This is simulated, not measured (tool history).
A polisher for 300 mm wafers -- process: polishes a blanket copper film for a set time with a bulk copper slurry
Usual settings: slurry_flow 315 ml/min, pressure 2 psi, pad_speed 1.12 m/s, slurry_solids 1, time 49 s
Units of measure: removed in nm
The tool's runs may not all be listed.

run,hour,slurry_flow,pressure,pad_speed,slurry_solids,time,"incoming thickness of the incoming film, nm",removed
1,0,315,2,1.12,1,58,4250.5,502.6
# hour 31: worn pad replaced by a new one
2,75.2,315,2,1.12,1,58,4200.9,488.9
3,118.8,315,2,1.12,1,58,4207,495
4,182.6,315,2,1.12,1,45,4227.1,376
# hour 197.8: slurry nozzle cleaned
5,274.8,315,2,1.12,1,45,4220.3,394.3
6,313.9,315,2,1.12,1,45,4268.1,394.8
7,360.9,315,2,1.12,1,49,4204.6,438.4
# hour 386: slurry blender recalibrated
8,397.5,315,2,1.12,1,49,4201.8,431.3
# hour 510.2: head pressure recalibrated
9,614.6,375,2,1.4,0.8,55,4297.9,578.2
# hour 657.6: worn pad replaced by a new one
10,668.3,315,1.6,1.12,0.75,54,4261.8,354.1
11,726.1,315,2,1.12,1,49,4253,423
12,814.3,315,2,1.12,1,49,4226.3,425.1
# hour 826.7: slurry nozzle cleaned
13,855.2,315,2,0.72,1,62,4158.4,360.1
14,943.6,315,2.2,1.12,1.2,49,4232.3,487.8
# hour 978: slurry blender recalibrated
15,1043.7,315,2,1.12,1,49,4274.8,429.4
16,1113.6,315,2.4,0.84,1,49,4227.7,389.2
17,1171.9,315,2,1.12,1,49,4290.5,412.5
# hour 1179.1: worn pad replaced by a new one
# hour 1201.6: head pressure recalibrated
18,1224,420,1.4,1.12,0.7,39,4190,235.1
19,1263.4,255,2,1.12,1,64,4249.7,532.5
20,1348,315,2,1.12,1,49,4249.8,416.5
21,1388.3,315,2,1.12,1.25,49,4247,436.4
22,1448,315,2,1.12,1,56,4197.9,475.8
# hour 1466.8: slurry nozzle cleaned
23,1553.2,315,2,1.12,0.7,60,4203.6,496.5
# hour 1631.9: slurry blender recalibrated
24,1633.3,375,1.5,1.12,0.8,49,4317.4,310.1
25,1720.3,315,2,1.12,1,49,4146.6,426.1
# hour 1754: head pressure recalibrated
26,1763.4,345,2,1.12,1,39,4143.5,337
# hour 1772: worn pad replaced by a new one
27,1848.9,225,2.6,1.22,1.1,49,4270.7,584.2
28,1893.9,315,2,1.12,1,49,4257.6,424.1
29,1938.6,365,2.2,1.34,1,43,4236.3,484.4

Alternative continuations, all from the tool just after run 29; predict every row:
A,1939,315,2,1.12,1,49,4163.3,?
B,1939,235,2,1.12,0.8,38,4163.3,?
C,1939,315,2.3,1.12,1,49,4163.3,?
D,1939,260,2,1.02,1,49,4163.3,?
E,1939,315,1.5,1.42,1.15,49,4163.3,?

run,removed
A,417.7
B,302.7
C,480.3
D,373.6
E,404.9
With the hidden condition removed and each run's random variation left untouched, the same runs would have given:
run,removed
A,430.2
B,314.3
C,494.8
D,386.7
E,417

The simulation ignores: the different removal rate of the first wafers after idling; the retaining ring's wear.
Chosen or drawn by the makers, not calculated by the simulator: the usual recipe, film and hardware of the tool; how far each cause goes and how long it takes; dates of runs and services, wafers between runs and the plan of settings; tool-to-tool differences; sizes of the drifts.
